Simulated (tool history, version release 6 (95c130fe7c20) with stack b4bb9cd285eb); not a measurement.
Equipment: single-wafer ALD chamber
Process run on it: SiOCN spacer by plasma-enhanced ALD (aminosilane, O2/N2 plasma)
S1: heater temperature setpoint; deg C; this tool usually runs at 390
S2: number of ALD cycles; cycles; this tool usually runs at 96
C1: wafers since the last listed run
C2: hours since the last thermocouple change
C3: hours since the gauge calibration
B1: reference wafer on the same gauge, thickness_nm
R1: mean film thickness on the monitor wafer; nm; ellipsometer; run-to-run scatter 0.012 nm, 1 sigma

| run | hour | S1 | S2 | C1 | C2 | C3 | B1 | R1 |
|---|---|---|---|---|---|---|---|---|
| 1 | 0 | 390 | 96 | 0 | 1626.1 | 1897.6 | 6.149 | 5.495 |
| 2 | 86.3 | 390 | 96 | 192 | 1712.4 | 1983.9 | 6.152 | 5.53 |
| 3 | 146.6 | 395 | 88 | 134 | 1772.7 | 2044.2 | 6.153 | 5.056 |
| 4 | 193.4 | 395 | 88 | 104 | 1819.5 | 2091 | 6.151 | 5.075 |
| 5 | 280.6 | 395 | 88 | 194 | 1906.7 | 2178.2 | 6.156 | 5.056 |
|  | 291.1 | thermocouple changed; heater temperature recalibrated |
| 6 | 341.9 | 383 | 92 | 118 | 50.8 | 2239.5 | 6.153 | 5.285 |
| 7 | 429.6 | 383 | 92 | 195 | 138.5 | 2327.2 | 6.155 | 5.302 |
| 8 | 482.8 | 390 | 84 | 118 | 191.7 | 2380.4 | 6.164 | 4.83 |
| 9 | 583.6 | 390 | 96 | 224 | 292.5 | 2481.2 | 6.161 | 5.521 |
| 10 | 681.5 | 390 | 96 | 217 | 390.4 | 2579.1 | 6.157 | 5.514 |
| 11 | 741.1 | 390 | 96 | 132 | 450 | 2638.7 | 6.164 | 5.538 |
| 12 | 797.3 | 396 | 101 | 125 | 506.2 | 2694.9 | 6.165 | 5.799 |
| 13 | 864.6 | 396 | 101 | 149 | 573.5 | 2762.2 | 6.162 | 5.824 |
| 14 | 928.8 | 396 | 101 | 142 | 637.7 | 2826.4 | 6.158 | 5.821 |
| 15 | 984.8 | 379 | 89 | 124 | 693.7 | 2882.4 | 6.173 | 5.125 |
| 16 | 1048.2 | 390 | 81 | 141 | 757.1 | 2945.8 | 6.168 | 4.669 |
| 17 | 1086.9 | 390 | 81 | 86 | 795.8 | 2984.5 | 6.167 | 4.664 |
| 18 | 1174.7 | 390 | 96 | 195 | 883.6 | 3072.3 | 6.17 | 5.53 |
| 19 | 1213.7 | 390 | 96 | 86 | 922.6 | 3111.3 | 6.177 | 5.543 |
| 20 | 1272.8 | 390 | 96 | 131 | 981.7 | 3170.4 | 6.174 | 5.53 |
| 21 | 1349.8 | 390 | 96 | 171 | 1058.7 | 3247.4 | 6.177 | 5.56 |
| 22 | 1425.6 | 390 | 96 | 168 | 1134.5 | 3323.2 | 6.174 | 5.509 |
| 23 | 1480.4 | 400 | 113 | 121 | 1189.3 | 3378 | 6.172 | 6.546 |
| 24 | 1559.5 | 398 | 83 | 175 | 1268.4 | 3457.1 | 6.171 | 4.79 |
| 25 | 1663.3 | 398 | 96 | 230 | 1372.2 | 3560.9 | 6.181 | 5.548 |
| 26 | 1767.7 | 377 | 112 | 232 | 1476.6 | 3665.3 | 6.184 | 6.466 |
|  | 1807.5 | gauge calibrated |
| 27 | 1864.9 | 390 | 96 | 216 | 1573.8 | 57.4 | 6.119 | 5.467 |
| 28 | 1918.7 | 390 | 96 | 119 | 1627.6 | 111.2 | 6.112 | 5.492 |
| 29 | 1968.9 | 390 | 86 | 111 | 1677.8 | 161.4 | 6.114 | 4.921 |
| 30 | 2027.7 | 400 | 114 | 130 | 1736.6 | 220.2 | 6.115 | 6.507 |
| 31 | 2112.8 | 398 | 110 | 189 | 1821.7 | 305.3 | 6.128 | 6.288 |
| 32 | 2156.9 | 384 | 105 | 98 | 1865.8 | 349.4 | 6.12 | 5.999 |
| 33 | 2208.9 | 390 | 108 | 115 | 1917.8 | 401.4 | 6.119 | 6.155 |
|  | 2244.6 | thermocouple changed; heater temperature recalibrated |
| 34 | 2297.1 | 399 | 106 | 178 | 52.5 | 489.6 | 6.122 | 6.066 |
| 35 | 2395.4 | 395 | 81 | 218 | 150.8 | 587.9 | 6.128 | 4.631 |
| 36 | 2462 | 399 | 105 | 148 | 217.4 | 654.5 | 6.12 | 6.005 |
| 37 | 2541.6 | 383 | 107 | 177 | 297 | 734.1 | 6.123 | 6.124 |
| 38 | 2578.2 | 405 | 77 | 81 | 333.6 | 770.7 | 6.125 | 4.344 |
| 39 | 2618.4 | 390 | 103 | 89 | 373.8 | 810.9 | 6.121 | 5.902 |
| 40 | 2673.5 | 405 | 77 | 122 | 428.9 | 866 | 6.126 | 4.378 |
| 41 | 2764.6 | 383 | 92 | 202 | 520 | 957.1 | 6.131 | 5.273 |
| 42 | 2804.9 | 395 | 96 | 89 | 560.3 | 997.4 | 6.135 | 5.48 |
| 43 | 2869.9 | 386 | 105 | 144 | 625.3 | 1062.4 | 6.136 | 6.001 |
| 44 | 2948.5 | 380 | 106 | 174 | 703.9 | 1141 | 6.135 | 6.086 |

For each entry between runs, how does the tool's hidden state at the last listed run before it compare with that at the first listed run after it?
Between runs 5 and 6: thermocouple changed; heater temperature recalibrated (hour 291.1)
  gauge reads high (%): 0.704 -> 0.723
  measured less the result without the state, R1: +0.035 -> +0.038 nm
Between runs 26 and 27: gauge calibrated (hour 1807.5)
  gauge reads high (%): 1.17 -> 0.0551
  measured less the result without the state, R1: +0.074 -> +0.003 nm
Between runs 33 and 34: thermocouple changed; heater temperature recalibrated (hour 2244.6)
  gauge reads high (%): 0.162 -> 0.189
  measured less the result without the state, R1: +0.01 -> +0.012 nm

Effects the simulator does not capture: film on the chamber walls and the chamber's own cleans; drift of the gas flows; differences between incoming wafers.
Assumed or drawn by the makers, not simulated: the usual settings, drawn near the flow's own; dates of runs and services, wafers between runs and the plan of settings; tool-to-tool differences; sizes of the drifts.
